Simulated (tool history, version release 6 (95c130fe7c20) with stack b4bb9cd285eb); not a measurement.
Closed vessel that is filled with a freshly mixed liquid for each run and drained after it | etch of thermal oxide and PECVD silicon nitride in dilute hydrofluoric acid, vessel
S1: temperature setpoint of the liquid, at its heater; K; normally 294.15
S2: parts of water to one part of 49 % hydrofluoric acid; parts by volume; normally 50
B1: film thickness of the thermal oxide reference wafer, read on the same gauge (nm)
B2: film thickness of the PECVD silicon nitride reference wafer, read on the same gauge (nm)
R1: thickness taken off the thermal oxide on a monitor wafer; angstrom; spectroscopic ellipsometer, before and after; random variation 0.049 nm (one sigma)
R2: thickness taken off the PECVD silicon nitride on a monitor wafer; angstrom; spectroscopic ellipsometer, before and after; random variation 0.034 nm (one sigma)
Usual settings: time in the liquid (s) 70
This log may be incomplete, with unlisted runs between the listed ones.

run 1 hour=0 | S1=294.15 S2=50 time_in_the_liquid_(s)=70 | B1=52.09 B2=104.17 | R1=60.5 R2=65.1
run 2 hour=25.4 | S1=294.15 S2=50 time_in_the_liquid_(s)=70 | B1=52.11 B2=104.22 | R1=59.9 R2=64.2
-- hour=49.3 gauge calibrated
run 3 hour=53.5 | S1=297.65 S2=40 time_in_the_liquid_(s)=70 | B1=49.94 B2=99.93 | R1=84.7 R2=98.7
run 4 hour=75.8 | S1=294.15 S2=60 time_in_the_liquid_(s)=70 | B1=50.06 B2=100.16 | R1=48 R2=51.9
-- hour=101.7 hydrofluoric acid flow meter replaced
-- hour=174.9 thermometer replaced
run 5 hour=175.4 | S1=294.15 S2=70 time_in_the_liquid_(s)=70 | B1=50.57 B2=101.1 | R1=41.1 R2=45.4
run 6 hour=202.3 | S1=291.15 S2=30 time_in_the_liquid_(s)=55 | B1=50.7 B2=101.38 | R1=69.8 R2=65.6
run 7 hour=274.3 | S1=290.15 S2=65 time_in_the_liquid_(s)=45 | B1=50.93 B2=101.86 | R1=24.3 R2=23.9
run 8 hour=304.4 | S1=294.15 S2=70 time_in_the_liquid_(s)=95 | B1=51.01 B2=102.03 | R1=56.4 R2=62.9
run 9 hour=404.3 | S1=294.15 S2=40 time_in_the_liquid_(s)=70 | B1=51.27 B2=102.55 | R1=74.7 R2=79.4
run 10 hour=506.4 | S1=294.15 S2=50 time_in_the_liquid_(s)=50 | B1=51.47 B2=102.88 | R1=42.7 R2=45.8
run 11 hour=525.4 | S1=290.15 S2=65 time_in_the_liquid_(s)=35 | B1=51.46 B2=102.91 | R1=19.2 R2=18.8
run 12 hour=555.9 | S1=294.15 S2=30 time_in_the_liquid_(s)=70 | B1=51.51 B2=103.04 | R1=103.7 R2=105.7
run 13 hour=568.7 | S1=292.65 S2=70 time_in_the_liquid_(s)=100 | B1=51.55 B2=103.07 | R1=55.7 R2=59.3
run 14 hour=601.2 | S1=297.15 S2=40 time_in_the_liquid_(s)=30 | B1=51.57 B2=103.15 | R1=37 R2=41.9
run 15 hour=628.9 | S1=296.15 S2=55 time_in_the_liquid_(s)=100 | B1=51.61 B2=103.16 | R1=84.9 R2=96
run 16 hour=647.2 | S1=294.15 S2=50 time_in_the_liquid_(s)=70 | B1=51.59 B2=103.26 | R1=60.9 R2=64.2
run 17 hour=667.7 | S1=294.15 S2=50 time_in_the_liquid_(s)=70 | B1=51.64 B2=103.31 | R1=60.4 R2=64.1
run 18 hour=693.5 | S1=299.15 S2=50 time_in_the_liquid_(s)=70 | B1=51.65 B2=103.33 | R1=73.4 R2=90.5
run 19 hour=723.8 | S1=294.15 S2=50 time_in_the_liquid_(s)=85 | B1=51.66 B2=103.42 | R1=73.7 R2=78.6
run 20 hour=824.7 | S1=294.15 S2=50 time_in_the_liquid_(s)=70 | B1=51.75 B2=103.49 | R1=60.2 R2=64.5
run 21 hour=845.3 | S1=292.15 S2=50 time_in_the_liquid_(s)=50 | B1=51.77 B2=103.53 | R1=39.4 R2=39.9
run 22 hour=869.5 | S1=294.15 S2=50 time_in_the_liquid_(s)=70 | B1=51.78 B2=103.53 | R1=60.1 R2=64.5
run 23 hour=881.9 | S1=290.15 S2=50 time_in_the_liquid_(s)=70 | B1=51.8 B2=103.56 | R1=51.7 R2=48.7
run 24 hour=916.2 | S1=294.15 S2=50 time_in_the_liquid_(s)=70 | B1=51.81 B2=103.59 | R1=60.3 R2=64.8
run 25 hour=947.9 | S1=294.15 S2=50 time_in_the_liquid_(s)=70 | B1=51.79 B2=103.6 | R1=59.8 R2=65.3
-- hour=969.8 gauge calibrated
run 26 hour=969.9 | S1=290.65 S2=50 time_in_the_liquid_(s)=100 | B1=49.89 B2=99.75 | R1=72.6 R2=69.6

4 options for the next run, each taken on its own from the tool as it stands now. Forecast them:
run A hour=970.6 | S1=294.15 S2=50 time_in_the_liquid_(s)=70 | B1=? B2=? | R1=? R2=?
run B hour=970.6 | S1=295.65 S2=70 time_in_the_liquid_(s)=70 | B1=? B2=? | R1=? R2=?
run C hour=970.6 | S1=294.15 S2=75 time_in_the_liquid_(s)=70 | B1=? B2=? | R1=? R2=?
run D hour=970.6 | S1=294.15 S2=55 time_in_the_liquid_(s)=70 | B1=? B2=? | R1=? R2=?

run=A B1=49.88 B2=99.79 R1=58.8 R2=62
run=B B1=49.88 B2=99.79 R1=43.6 R2=49.4
run=C B1=49.88 B2=99.79 R1=38 R2=41.7
run=D B1=49.88 B2=99.79 R1=53.1 R2=56.5
Stripped of hidden state, with their random variation kept, the same runs would have yielded:
run=A R1=58.9 R2=62.1
run=B R1=43.7 R2=49.5
run=C R1=38.1 R2=41.8
run=D R1=53.2 R2=56.6

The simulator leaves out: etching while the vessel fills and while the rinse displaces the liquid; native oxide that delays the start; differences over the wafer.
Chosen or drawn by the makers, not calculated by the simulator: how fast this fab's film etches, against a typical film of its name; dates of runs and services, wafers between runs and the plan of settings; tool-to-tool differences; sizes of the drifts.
